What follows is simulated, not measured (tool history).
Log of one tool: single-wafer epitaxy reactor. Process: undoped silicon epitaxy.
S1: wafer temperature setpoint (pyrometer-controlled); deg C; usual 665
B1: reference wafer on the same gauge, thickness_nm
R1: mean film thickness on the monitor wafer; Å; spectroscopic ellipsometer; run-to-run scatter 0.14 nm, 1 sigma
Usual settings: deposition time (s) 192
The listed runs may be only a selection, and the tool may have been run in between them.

{"run": 1, "hour": 0.0, "S1": 665, "deposition time (s)": 192, "B1": 40.816, "R1": 423.77}
{"hour": 8.3, "done": "pyrometer calibrated"}
{"run": 2, "hour": 79.4, "S1": 665, "deposition time (s)": 192, "B1": 40.71, "R1": 426.16}
{"run": 3, "hour": 130.8, "S1": 669, "deposition time (s)": 161, "B1": 40.717, "R1": 385.92}
{"run": 4, "hour": 199.9, "S1": 665, "deposition time (s)": 192, "B1": 40.684, "R1": 422.98}
{"run": 5, "hour": 236.1, "S1": 665, "deposition time (s)": 192, "B1": 40.692, "R1": 424.48}
{"run": 6, "hour": 282.4, "S1": 665, "deposition time (s)": 192, "B1": 40.657, "R1": 420.93}
{"run": 7, "hour": 353.9, "S1": 660, "deposition time (s)": 192, "B1": 40.642, "R1": 379.23}
{"run": 8, "hour": 431.3, "S1": 665, "deposition time (s)": 192, "B1": 40.698, "R1": 423.23}
{"run": 9, "hour": 472.4, "S1": 665, "deposition time (s)": 192, "B1": 40.62, "R1": 423.21}
{"run": 10, "hour": 511.5, "S1": 665, "deposition time (s)": 192, "B1": 40.586, "R1": 423.25}
{"run": 11, "hour": 557.9, "S1": 665, "deposition time (s)": 192, "B1": 40.642, "R1": 424.65}
{"run": 12, "hour": 622.4, "S1": 679, "deposition time (s)": 177, "B1": 40.539, "R1": 515.22}
{"run": 13, "hour": 693.0, "S1": 652, "deposition time (s)": 192, "B1": 40.559, "R1": 322.24}
{"run": 14, "hour": 730.2, "S1": 669, "deposition time (s)": 205, "B1": 40.583, "R1": 490.85}
{"run": 15, "hour": 800.8, "S1": 677, "deposition time (s)": 170, "B1": 40.579, "R1": 476.45}
{"run": 16, "hour": 881.2, "S1": 665, "deposition time (s)": 180, "B1": 40.536, "R1": 397.07}
{"hour": 926.4, "done": "gauge calibrated"}
{"run": 17, "hour": 956.1, "S1": 665, "deposition time (s)": 192, "B1": 41.297, "R1": 431.65}
{"hour": 1037.9, "done": "pyrometer calibrated"}
{"run": 18, "hour": 1053.6, "S1": 670, "deposition time (s)": 169, "B1": 41.094, "R1": 418.47}
{"run": 19, "hour": 1159.8, "S1": 657, "deposition time (s)": 156, "B1": 40.976, "R1": 292.98}
{"run": 20, "hour": 1202.3, "S1": 661, "deposition time (s)": 174, "B1": 40.93, "R1": 356.07}
{"run": 21, "hour": 1289.3, "S1": 665, "deposition time (s)": 192, "B1": 40.758, "R1": 426.81}
{"run": 22, "hour": 1343.6, "S1": 665, "deposition time (s)": 192, "B1": 40.748, "R1": 421.6}
{"run": 23, "hour": 1380.9, "S1": 676, "deposition time (s)": 220, "B1": 40.709, "R1": 608.54}

Below are 5 alternative next runs, each starting from the tool's condition after run 23. Predict each:
{"run": "A", "hour": 1381.4, "S1": 665, "deposition time (s)": 192, "B1": "?", "R1": "?"}
{"run": "B", "hour": 1381.4, "S1": 658, "deposition time (s)": 227, "B1": "?", "R1": "?"}
{"run": "C", "hour": 1381.4, "S1": 665, "deposition time (s)": 212, "B1": "?", "R1": "?"}
{"run": "D", "hour": 1381.4, "S1": 671, "deposition time (s)": 207, "B1": "?", "R1": "?"}
{"run": "E", "hour": 1381.4, "S1": 673, "deposition time (s)": 222, "B1": "?", "R1": "?"}

run=A B1=40.696 R1=424.73
run=B B1=40.696 R1=434.66
run=C B1=40.696 R1=468.97
run=D B1=40.696 R1=517.35
run=E B1=40.696 R1=577.69
What these runs would have given with no unlogged condition in the tool:
run=A R1=432.97
run=B R1=443.10
run=C R1=478.07
run=D R1=527.39
run=E R1=588.90
